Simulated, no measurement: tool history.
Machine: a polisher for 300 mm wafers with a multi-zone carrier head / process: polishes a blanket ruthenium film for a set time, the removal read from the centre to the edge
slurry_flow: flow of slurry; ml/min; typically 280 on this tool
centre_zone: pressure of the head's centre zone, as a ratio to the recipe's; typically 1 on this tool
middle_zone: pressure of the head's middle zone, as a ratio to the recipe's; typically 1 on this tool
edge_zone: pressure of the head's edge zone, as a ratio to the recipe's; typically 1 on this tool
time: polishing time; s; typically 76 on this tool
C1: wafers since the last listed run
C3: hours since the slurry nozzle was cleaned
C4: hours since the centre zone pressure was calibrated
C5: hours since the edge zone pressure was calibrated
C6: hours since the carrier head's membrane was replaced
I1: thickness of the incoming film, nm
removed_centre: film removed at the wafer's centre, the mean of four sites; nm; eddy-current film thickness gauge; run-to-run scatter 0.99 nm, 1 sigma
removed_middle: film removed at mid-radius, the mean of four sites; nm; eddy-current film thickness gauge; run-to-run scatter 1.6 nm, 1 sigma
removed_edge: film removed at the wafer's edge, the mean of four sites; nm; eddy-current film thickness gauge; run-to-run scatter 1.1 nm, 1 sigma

run 1 hour=0 | slurry_flow=280 centre_zone=1 middle_zone=1 edge_zone=1 time=76 | C1=0 wafers_polished_on_this_pad=3 C3=370.9 C4=535.5 C5=14.3 C6=10.1 | I1=379.8 | removed_centre=123.8 removed_middle=119 removed_edge=120
run 2 hour=14.3 | slurry_flow=280 centre_zone=1 middle_zone=1 edge_zone=1 time=76 | C1=86 wafers_polished_on_this_pad=89 C3=385.2 C4=549.8 C5=28.6 C6=24.4 | I1=373.5 | removed_centre=121.8 removed_middle=113.6 removed_edge=115
run 3 hour=28.1 | slurry_flow=280 centre_zone=1 middle_zone=1 edge_zone=1 time=64 | C1=83 wafers_polished_on_this_pad=173 C3=399 C4=563.6 C5=42.4 C6=38.2 | I1=383.6 | removed_centre=100.1 removed_middle=94.1 removed_edge=95.7
-- hour=44.9 slurry nozzle cleaned
run 4 hour=70 | slurry_flow=280 centre_zone=1 middle_zone=1 edge_zone=1 time=64 | C1=247 wafers_polished_on_this_pad=421 C3=25.1 C4=605.5 C5=84.3 C6=80.1 | I1=379.8 | removed_centre=96.7 removed_middle=91 removed_edge=91.1
run 5 hour=85.4 | slurry_flow=280 centre_zone=1 middle_zone=0.91 edge_zone=1 time=91 | C1=93 wafers_polished_on_this_pad=514 C3=40.5 C4=620.9 C5=99.7 C6=95.5 | I1=375.5 | removed_centre=140.9 removed_middle=126.3 removed_edge=130.2
run 6 hour=92.1 | slurry_flow=280 centre_zone=0.94 middle_zone=1 edge_zone=1 time=57 | C1=40 wafers_polished_on_this_pad=554 C3=47.2 C4=627.6 C5=106.4 C6=102.2 | I1=378.6 | removed_centre=81.2 removed_middle=81.7 removed_edge=80.3
-- hour=106.7 worn pad replaced by a new one
run 7 hour=107.2 | slurry_flow=280 centre_zone=0.94 middle_zone=1 edge_zone=1 time=57 | C1=67 wafers_polished_on_this_pad=2 C3=62.3 C4=642.7 C5=121.5 C6=117.3 | I1=376 | removed_centre=88.5 removed_middle=86.4 removed_edge=88.4
run 8 hour=119.3 | slurry_flow=280 centre_zone=1 middle_zone=1 edge_zone=1.05 time=76 | C1=73 wafers_polished_on_this_pad=76 C3=74.4 C4=654.8 C5=133.6 C6=129.4 | I1=379.4 | removed_centre=120.9 removed_middle=116.8 removed_edge=116.7
run 9 hour=135.7 | slurry_flow=280 centre_zone=1 middle_zone=1 edge_zone=1 time=76 | C1=99 wafers_polished_on_this_pad=175 C3=90.8 C4=671.2 C5=150 C6=145.8 | I1=382.9 | removed_centre=119.2 removed_middle=108.1 removed_edge=112.7
run 10 hour=142.2 | slurry_flow=280 centre_zone=1 middle_zone=1 edge_zone=1 time=58 | C1=39 wafers_polished_on_this_pad=214 C3=97.3 C4=677.7 C5=156.5 C6=152.3 | I1=380.4 | removed_centre=89.8 removed_middle=83.7 removed_edge=84
-- hour=154.9 centre zone pressure recalibrated
run 11 hour=155.6 | slurry_flow=280 centre_zone=1 middle_zone=0.95 edge_zone=0.9 time=76 | C1=69 wafers_polished_on_this_pad=283 C3=110.7 C4=0.7 C5=169.9 C6=165.7 | I1=382 | removed_centre=111 removed_middle=104.8 removed_edge=104.1
run 12 hour=172.6 | slurry_flow=280 centre_zone=1 middle_zone=1 edge_zone=1 time=76 | C1=102 wafers_polished_on_this_pad=386 C3=127.7 C4=17.7 C5=186.9 C6=182.7 | I1=375.6 | removed_centre=109.9 removed_middle=107.5 removed_edge=109.5
run 13 hour=183.5 | slurry_flow=280 centre_zone=1 middle_zone=1 edge_zone=1.07 time=76 | C1=65 wafers_polished_on_this_pad=452 C3=138.6 C4=28.6 C5=197.8 C6=193.6 | I1=381.1 | removed_centre=109.5 removed_middle=108.5 removed_edge=112.3
run 14 hour=195.3 | slurry_flow=280 centre_zone=1 middle_zone=1 edge_zone=1 time=76 | C1=71 wafers_polished_on_this_pad=524 C3=150.4 C4=40.4 C5=209.6 C6=205.4 | I1=377.5 | removed_centre=109 removed_middle=107.7 removed_edge=108.1
run 15 hour=209.4 | slurry_flow=280 centre_zone=1 middle_zone=1.1 edge_zone=1 time=76 | C1=85 wafers_polished_on_this_pad=609 C3=164.5 C4=54.5 C5=223.7 C6=219.5 | I1=379.3 | removed_centre=109.1 removed_middle=110.7 removed_edge=106.5
run 16 hour=217.7 | slurry_flow=345 centre_zone=1 middle_zone=0.89 edge_zone=1 time=76 | C1=50 wafers_polished_on_this_pad=659 C3=172.8 C4=62.8 C5=232 C6=227.8 | I1=379.4 | removed_centre=109.3 removed_middle=104.8 removed_edge=108.9
-- hour=222.1 worn pad replaced by a new one
run 17 hour=235.7 | slurry_flow=370 centre_zone=0.9 middle_zone=1 edge_zone=1 time=85 | C1=84 wafers_polished_on_this_pad=82 C3=190.8 C4=80.8 C5=250 C6=245.8 | I1=379.1 | removed_centre=119.6 removed_middle=129.7 removed_edge=131.5
run 18 hour=243.9 | slurry_flow=350 centre_zone=1.04 middle_zone=1 edge_zone=1 time=76 | C1=49 wafers_polished_on_this_pad=131 C3=199 C4=89 C5=258.2 C6=254 | I1=377.1 | removed_centre=122.1 removed_middle=114.6 removed_edge=113.9
run 19 hour=260.3 | slurry_flow=280 centre_zone=1 middle_zone=1 edge_zone=1 time=76 | C1=99 wafers_polished_on_this_pad=231 C3=215.4 C4=105.4 C5=274.6 C6=270.4 | I1=384.1 | removed_centre=112.5 removed_middle=110.5 removed_edge=110

Predict the results of run 20:
run 20 hour=272 | slurry_flow=280 centre_zone=1 middle_zone=1 edge_zone=1 time=76 | C1=70 wafers_polished_on_this_pad=302 C3=227.1 C4=117.1 C5=286.3 C6=282.1 | I1=381.5 | removed_centre=? removed_middle=? removed_edge=?

removed_centre: 113.5 nm
removed_middle: 110.1 nm
removed_edge: 108.6 nm
Had the tool carried no hidden state, the very same run would have given removed_centre 122.8 nm, removed_middle 119.5 nm, removed_edge 117.9 nm.

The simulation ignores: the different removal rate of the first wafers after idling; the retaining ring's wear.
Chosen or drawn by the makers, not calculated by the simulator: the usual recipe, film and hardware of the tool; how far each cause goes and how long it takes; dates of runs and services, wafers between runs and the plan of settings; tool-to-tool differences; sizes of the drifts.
